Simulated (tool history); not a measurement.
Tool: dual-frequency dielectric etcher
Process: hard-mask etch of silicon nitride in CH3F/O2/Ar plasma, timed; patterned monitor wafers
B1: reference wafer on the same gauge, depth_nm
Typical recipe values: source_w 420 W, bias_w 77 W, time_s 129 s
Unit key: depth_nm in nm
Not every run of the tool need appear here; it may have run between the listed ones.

{"run": 1, "hour": 0.0, "source_w": 470, "bias_w": 66, "time_s": 129, "B1": 98, "depth_nm": 99.1}
{"run": 2, "hour": 30.5, "source_w": 420, "bias_w": 77, "time_s": 129, "B1": 97.8, "depth_nm": 100.7}
{"run": 3, "hour": 55.7, "source_w": 420, "bias_w": 77, "time_s": 129, "B1": 98.1, "depth_nm": 100.8}
{"run": 4, "hour": 86.8, "source_w": 420, "bias_w": 77, "time_s": 129, "B1": 97.8, "depth_nm": 101.4}
{"run": 5, "hour": 120.5, "source_w": 420, "bias_w": 77, "time_s": 105, "B1": 98, "depth_nm": 81.8}
{"run": 6, "hour": 146.3, "source_w": 420, "bias_w": 77, "time_s": 105, "B1": 97.8, "depth_nm": 82.2}
{"run": 7, "hour": 175.9, "source_w": 420, "bias_w": 77, "time_s": 105, "B1": 98, "depth_nm": 82.3}
{"run": 8, "hour": 207.6, "source_w": 420, "bias_w": 77, "time_s": 151.5, "B1": 97.9, "depth_nm": 118.1}
{"run": 9, "hour": 221.6, "source_w": 420, "bias_w": 77, "time_s": 129, "B1": 98, "depth_nm": 100.5}
{"run": 10, "hour": 252.4, "source_w": 420, "bias_w": 77, "time_s": 129, "B1": 98, "depth_nm": 101.3}
{"run": 11, "hour": 279.9, "source_w": 420, "bias_w": 77, "time_s": 129, "B1": 98, "depth_nm": 102.1}
{"run": 12, "hour": 312.5, "source_w": 420, "bias_w": 77, "time_s": 129, "B1": 97.9, "depth_nm": 101.6}
{"run": 13, "hour": 335.6, "source_w": 500, "bias_w": 95, "time_s": 147.5, "B1": 98, "depth_nm": 129.4}
{"run": 14, "hour": 357.8, "source_w": 480, "bias_w": 94, "time_s": 107, "B1": 98.1, "depth_nm": 93}
{"run": 15, "hour": 437.2, "source_w": 500, "bias_w": 87, "time_s": 129, "B1": 98, "depth_nm": 109.7}
{"run": 16, "hour": 448.1, "source_w": 420, "bias_w": 90, "time_s": 129, "B1": 98, "depth_nm": 106.5}
{"run": 17, "hour": 470.9, "source_w": 420, "bias_w": 77, "time_s": 129, "B1": 98, "depth_nm": 102.5}
{"run": 18, "hour": 488.3, "source_w": 480, "bias_w": 92, "time_s": 91, "B1": 97.9, "depth_nm": 78.2}
{"run": 19, "hour": 517.4, "source_w": 360, "bias_w": 93, "time_s": 129, "B1": 98, "depth_nm": 103.3}
{"run": 20, "hour": 533.9, "source_w": 420, "bias_w": 59, "time_s": 163, "B1": 98.1, "depth_nm": 118.3}
{"run": 21, "hour": 549.1, "source_w": 420, "bias_w": 95, "time_s": 166, "B1": 98.1, "depth_nm": 139.8}
{"run": 22, "hour": 571.4, "source_w": 420, "bias_w": 77, "time_s": 142, "B1": 98, "depth_nm": 112.3}
{"run": 23, "hour": 593.5, "source_w": 420, "bias_w": 58, "time_s": 101.5, "B1": 97.9, "depth_nm": 74}
{"run": 24, "hour": 620.3, "source_w": 420, "bias_w": 77, "time_s": 163, "B1": 98, "depth_nm": 128.3}
{"run": 25, "hour": 728.3, "source_w": 420, "bias_w": 77, "time_s": 129, "B1": 98, "depth_nm": 102.7}
{"run": 26, "hour": 750.3, "source_w": 420, "bias_w": 77, "time_s": 129, "B1": 98.1, "depth_nm": 102.5}
{"run": 27, "hour": 780.6, "source_w": 510, "bias_w": 69, "time_s": 103, "B1": 98, "depth_nm": 82.4}
{"run": 28, "hour": 807.1, "source_w": 420, "bias_w": 77, "time_s": 160.5, "B1": 97.9, "depth_nm": 127.4}
{"run": 29, "hour": 824.6, "source_w": 420, "bias_w": 77, "time_s": 129, "B1": 97.9, "depth_nm": 101.7}

Removed from this log: 5 entries logged between the listed runs. Between which two listed runs does each belong, and how does the tool's hidden state at the listed run before it compare with that at the listed run after it?
In the gap between runs 10 and 11: gauge calibrated (hour 255.1)
  nothing in the hidden state changes from one run to the other
In the gap between runs 11 and 12: bias power generator calibrated (hour 292.9)
  nothing in the hidden state changes from one run to the other
In the gap between runs 14 and 15: upper electrode replaced (hour 385.3); wet clean of the chamber (hour 436.7)
  nothing in the hidden state changes from one run to the other
In the gap between runs 22 and 23: source power generator calibrated (hour 583.4)
  nothing in the hidden state changes from one run to the other
